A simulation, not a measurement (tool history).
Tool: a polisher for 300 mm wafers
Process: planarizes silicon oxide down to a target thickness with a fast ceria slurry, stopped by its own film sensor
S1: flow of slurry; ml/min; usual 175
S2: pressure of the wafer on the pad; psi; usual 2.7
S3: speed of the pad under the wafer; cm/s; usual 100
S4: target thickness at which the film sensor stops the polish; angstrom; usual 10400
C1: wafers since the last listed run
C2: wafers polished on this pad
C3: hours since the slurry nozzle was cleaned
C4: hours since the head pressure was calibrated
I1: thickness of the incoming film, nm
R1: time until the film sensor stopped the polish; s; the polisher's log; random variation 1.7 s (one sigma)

run    hour   S1   S2   S3     S4    C1    C2     C3     C4      I1     R1
  1     0.0  175  2.7  100  10400     0  1503  759.0  369.5  2116.8   91.4
  2    77.6  175  2.7  100  10400   940  2444  836.6  447.1  2104.4   93.4
       96.8  -- slurry nozzle cleaned
  3   130.1  175  2.7  100  10400   624  3068   33.3  499.6  2134.9   93.2
      206.2  -- head pressure recalibrated
  4   206.7  175  2.7   76  10400   903  3972  109.9    0.5  2124.6  123.1
  5   282.9  175  2.7   76  10400   923  4895  186.1   76.7  2099.5  119.7
      362.9  -- worn pad replaced by a new one
  6   383.4  175  2.7   76  10400  1169   248  286.6  177.2  2120.6  108.0
  7   465.3  175  2.7  100  10400   992  1241  368.5  259.1  2097.2   87.5
  8   557.8  175  2.7  100  10400  1120  2362  461.0  351.6  2127.4   95.7
  9   597.2  175  2.7  100  12820   477  2839  500.4  391.0  2119.4   75.2
 10   654.5  175  2.7  100  11910   694  3533  557.7  448.3  2097.2   81.2
      678.9  -- head pressure recalibrated
 11   752.2  175  2.7  100  11910  1159  4693  655.4   73.3  2160.7   88.6
      789.2  -- worn pad replaced by a new one, of another model than before
      861.8  -- slurry nozzle cleaned
 12  1074.7  130  2.7  100  10400  3847  3446  212.9  395.8  2156.6  100.8
 13  1141.6  130  2.7  100  10400   810  4257  279.8  462.7  2142.3  101.3
     1224.1  -- worn pad replaced by a new one
     1224.4  -- head pressure recalibrated
 14  1245.8  120  3.2  126  12370  1209   259  384.0   21.4  2075.1   54.3
 15  1329.8  220  3.5   74  11830  1017  1276  468.0  105.4  2119.7   79.9
 16  1378.0  125  2.4   84  13440   584  1860  516.2  153.6  2104.8   76.1
 17  1427.1  175  3.1  100  12930   594  2455  565.3  202.7  2143.0   66.2
 18  1501.8  130  2.7   88   8310   905  3361  640.0  277.4  2142.6  122.1
 19  1584.0  175  3.6  100  13830   996  4357  722.2  359.6  2126.4   55.0
     1618.5  -- slurry nozzle cleaned
     1628.0  -- worn pad replaced by a new one
 20  1667.6  200  3.1  100  10400   952   479   49.1  443.2  2121.2   77.0
     1700.5  -- head pressure recalibrated
 21  1770.3  215  3.6  118  10400  1220  1700  151.8   69.8  2112.9   71.0
 22  1869.3  175  3.3   76   6780  1199  2899  250.8  168.8  2121.7  130.7
 23  1915.1  175  2.7  100  10400   554  3454  296.6  214.6  2079.1   87.1
 24  2004.9  175  2.7  100  10400  1088  4542  386.4  304.4  2105.6   93.4
 25  2071.9  205  2.7  100  10400   811  5354  453.4  371.4  2103.2   94.7
     2117.8  -- worn pad replaced by a new one
 26  2131.9  175  2.7  100  10400   678   170  513.4  431.4  2130.3   85.8

Hidden state or all else? Some run-to-run changes of R1, split into what the settings, what came in and random variation would give without the hidden state, and what is left for the hidden state (with any gauge scatter that isn't in both results):
The hidden state here: removal rate lost through wear of the pad, %; slurry flow missing at the pad, %; deviation of the head's pressure from its setpoint, %.
Run 5 -> 6: worn pad replaced by a new one. R1 -11.7 s: hidden state -10.7, all else -1.0.
Run 13 -> 14: S1 130 -> 120, S2 2.7 -> 3.2, S3 100 -> 126, S4 10400 -> 12370, worn pad replaced by a new one, head pressure recalibrated. R1 -47.0 s: hidden state -10.7, all else -36.3.
Run 18 -> 19: S1 130 -> 175, S2 2.7 -> 3.6, S3 88 -> 100, S4 8310 -> 13830. R1 -67.1 s: hidden state -7.6, all else -59.5.
Run 21 -> 22: S1 215 -> 175, S2 3.6 -> 3.3, S3 118 -> 76, S4 10400 -> 6780. R1 +59.7 s: hidden state +8.0, all else +51.7.
